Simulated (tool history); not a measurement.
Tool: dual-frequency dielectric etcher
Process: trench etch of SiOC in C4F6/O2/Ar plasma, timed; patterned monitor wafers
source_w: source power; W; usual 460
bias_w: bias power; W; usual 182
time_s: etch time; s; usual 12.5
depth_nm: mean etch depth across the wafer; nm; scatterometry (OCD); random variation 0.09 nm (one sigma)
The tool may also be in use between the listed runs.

run,hour,source_w,bias_w,time_s,"read-back reference wafer on the same gauge, depth_nm",depth_nm
1,0,460,182,12.5,26.68,24.6
2,25.1,460,157,12.5,26.72,23.96
3,48.8,460,157,12.5,26.7,24.1
4,76.3,460,182,11.5,26.7,22.64
5,111,540,182,10.5,26.68,22.11
6,129.7,460,182,12.5,26.69,24.76
7,159.3,460,182,12.5,26.71,24.79
8,198.4,460,182,12.5,26.69,24.67
9,226.6,500,142,11,26.71,21.59
10,256.8,340,222,12.5,26.71,23.29
11,272.7,460,182,12.5,26.71,25.05
12,289.2,460,182,12.5,26.68,24.95
13,322.7,500,182,11,26.72,22.78
14,348.4,460,156,12.5,26.7,24.32
15,361.3,460,182,10,26.64,20.16
16,389.5,460,182,16,26.68,31.99
17,405.2,380,182,12.5,26.76,23.43
18,419.2,510,147,14,26.67,28.36
19,435.2,460,182,12.5,26.7,25.15
20,448.9,420,162,11,26.67,21.02
21,474.2,510,147,14,26.7,28.52
22,486.7,460,182,12.5,26.71,25.4
23,501.1,520,161,9.5,26.72,19.67
24,524,420,206,12.5,26.72,25.25
25,558.4,340,182,12.5,26.71,22.78
26,587.9,460,182,12.5,26.67,24.6
27,604.4,460,182,12.5,26.7,24.86
28,617.9,460,213,12.5,26.69,25.61
29,648.1,360,182,12.5,26.7,22.6

Not shown: 3 entries that the log had between the listed runs. Between which runs, and how does the tool's hidden state differ before and after?
Between runs 3 and 4: source power generator calibrated (hour 68.6)
  etch rate over this chamber's usual, %: -0.24 -> -0.0552
  measured less the result without the state, depth_nm: -0.06 -> -0.01 nm
Between runs 9 and 10: gauge calibrated (hour 241.9)
  etch rate over this chamber's usual, %: 0.953 -> 1.16
  measured less the result without the state, depth_nm: +0.2 -> +0.27 nm
Between runs 25 and 26: wet clean of the chamber (hour 587.4)
  etch rate over this chamber's usual, %: 3.18 -> 0.0496
  measured less the result without the state, depth_nm: +0.7 -> +0.01 nm
